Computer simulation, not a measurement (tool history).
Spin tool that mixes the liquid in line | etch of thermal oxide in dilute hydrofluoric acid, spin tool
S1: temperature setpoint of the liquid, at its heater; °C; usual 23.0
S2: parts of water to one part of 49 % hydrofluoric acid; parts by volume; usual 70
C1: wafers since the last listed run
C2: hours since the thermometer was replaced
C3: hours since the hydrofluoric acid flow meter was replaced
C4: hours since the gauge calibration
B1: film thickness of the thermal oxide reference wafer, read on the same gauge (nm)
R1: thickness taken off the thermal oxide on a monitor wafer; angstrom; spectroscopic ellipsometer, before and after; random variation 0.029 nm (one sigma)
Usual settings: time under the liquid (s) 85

Run 1, hour 0.0: usual settings but S2 95 parts by volume, time under the liquid (s) 115; C1 0; C2 747.9; C3 1117.3; C4 911.0; B1 99.99. Result: R1 57.5 angstrom.
Run 2, hour 41.4: usual settings but S2 95 parts by volume, time under the liquid (s) 115; C1 565; C2 789.3; C3 1158.7; C4 952.4; B1 100.00. Result: R1 57.6 angstrom.
At hour 82.8: gauge calibrated.
Run 3, hour 86.6: usual settings; C1 617; C2 834.5; C3 1203.9; C4 3.8; B1 100.00. Result: R1 59.9 angstrom.
Run 4, hour 154.8: usual settings; C1 932; C2 902.7; C3 1272.1; C4 72.0; B1 100.02. Result: R1 60.0 angstrom.
Run 5, hour 206.8: usual settings but S2 55 parts by volume; C1 710; C2 954.7; C3 1324.1; C4 124.0; B1 100.01. Result: R1 78.0 angstrom.
Run 6, hour 275.1: usual settings; C1 933; C2 1023.0; C3 1392.4; C4 192.3; B1 100.01. Result: R1 60.2 angstrom.
Run 7, hour 315.6: usual settings; C1 553; C2 1063.5; C3 1432.9; C4 232.8; B1 100.03. Result: R1 60.2 angstrom.
Run 8, hour 377.8: usual settings; C1 850; C2 1125.7; C3 1495.1; C4 295.0; B1 99.99. Result: R1 60.2 angstrom.
Run 9, hour 448.9: usual settings; C1 971; C2 1196.8; C3 1566.2; C4 366.1; B1 100.00. Result: R1 60.5 angstrom.
Run 10, hour 512.1: usual settings; C1 863; C2 1260.0; C3 1629.4; C4 429.3; B1 99.97. Result: R1 60.4 angstrom.
Run 11, hour 545.9: usual settings but S2 90 parts by volume, time under the liquid (s) 100; C1 462; C2 1293.8; C3 1663.2; C4 463.1; B1 100.01. Result: R1 54.6 angstrom.
Run 12, hour 579.1: usual settings but S2 90 parts by volume, time under the liquid (s) 100; C1 453; C2 1327.0; C3 1696.4; C4 496.3; B1 99.99. Result: R1 54.5 angstrom.
Run 13, hour 633.8: usual settings but S2 90 parts by volume, time under the liquid (s) 100; C1 747; C2 1381.7; C3 1751.1; C4 551.0; B1 99.99. Result: R1 54.3 angstrom.
Run 14, hour 671.0: usual settings; C1 508; C2 1418.9; C3 1788.3; C4 588.2; B1 100.00. Result: R1 61.6 angstrom.
At hour 700.2: thermometer replaced.
Run 15, hour 721.2: usual settings; C1 672; C2 21.0; C3 1838.5; C4 638.4; B1 100.01. Result: R1 58.5 angstrom.
Run 16, hour 753.7: usual settings; C1 444; C2 53.5; C3 1871.0; C4 670.9; B1 100.03. Result: R1 57.5 angstrom.
Run 17, hour 824.4: usual settings but S1 26.0 °C; C1 966; C2 124.2; C3 1941.7; C4 741.6; B1 100.01. Result: R1 66.1 angstrom.
Run 18, hour 885.0: usual settings; C1 828; C2 184.8; C3 2002.3; C4 802.2; B1 99.99. Result: R1 58.4 angstrom.
Run 19, hour 914.6: usual settings but S1 21.0 °C, time under the liquid (s) 120; C1 404; C2 214.4; C3 2031.9; C4 831.8; B1 100.00. Result: R1 76.0 angstrom.
Run 20, hour 955.9: usual settings but S1 25.5 °C, S2 50 parts by volume, time under the liquid (s) 105; C1 564; C2 255.7; C3 2073.2; C4 873.1; B1 99.98. Result: R1 115.5 angstrom.
Run 21, hour 1004.9: usual settings but S1 18.0 °C, S2 40 parts by volume, time under the liquid (s) 115; C1 669; C2 304.7; C3 2122.2; C4 922.1; B1 99.99. Result: R1 117.8 angstrom.
At hour 1048.9: gauge calibrated.
Run 22, hour 1056.2: usual settings but S1 20.0 °C, S2 90 parts by volume, time under the liquid (s) 50; C1 701; C2 356.0; C3 2173.5; C4 7.3; B1 99.99. Result: R1 23.3 angstrom.
Run 23, hour 1111.5: usual settings but S1 25.5 °C, time under the liquid (s) 45; C1 755; C2 411.3; C3 2228.8; C4 62.6; B1 100.01. Result: R1 34.5 angstrom.
At hour 1141.5: hydrofluoric acid flow meter replaced.
Run 24, hour 1182.8: usual settings; C1 960; C2 482.6; C3 41.3; C4 133.9; B1 99.98. Result: R1 58.5 angstrom.
Run 25, hour 1242.0: usual settings; C1 809; C2 541.8; C3 100.5; C4 193.1; B1 100.00. Result: R1 60.1 angstrom.
Run 26, hour 1286.0: usual settings; C1 601; C2 585.8; C3 144.5; C4 237.1; B1 100.00. Result: R1 58.9 angstrom.
Run 27, hour 1353.9: usual settings; C1 928; C2 653.7; C3 212.4; C4 305.0; B1 100.01. Result: R1 60.0 angstrom.
Run 28, hour 1410.4: usual settings but S1 28.0 °C, time under the liquid (s) 120; C1 772; C2 710.2; C3 268.9; C4 361.5; B1 100.00. Result: R1 103.2 angstrom.

Forecast run 29:
Run 29, hour 1453.3: usual settings but S1 20.0 °C; C1 586; C2 753.1; C3 311.8; C4 404.4; B1 ?. Result: R1 ?.

Run 29 gave B1 99.97, R1 53.1 angstrom.
Without the tool's hidden state the same run would have given R1 50.8 angstrom.
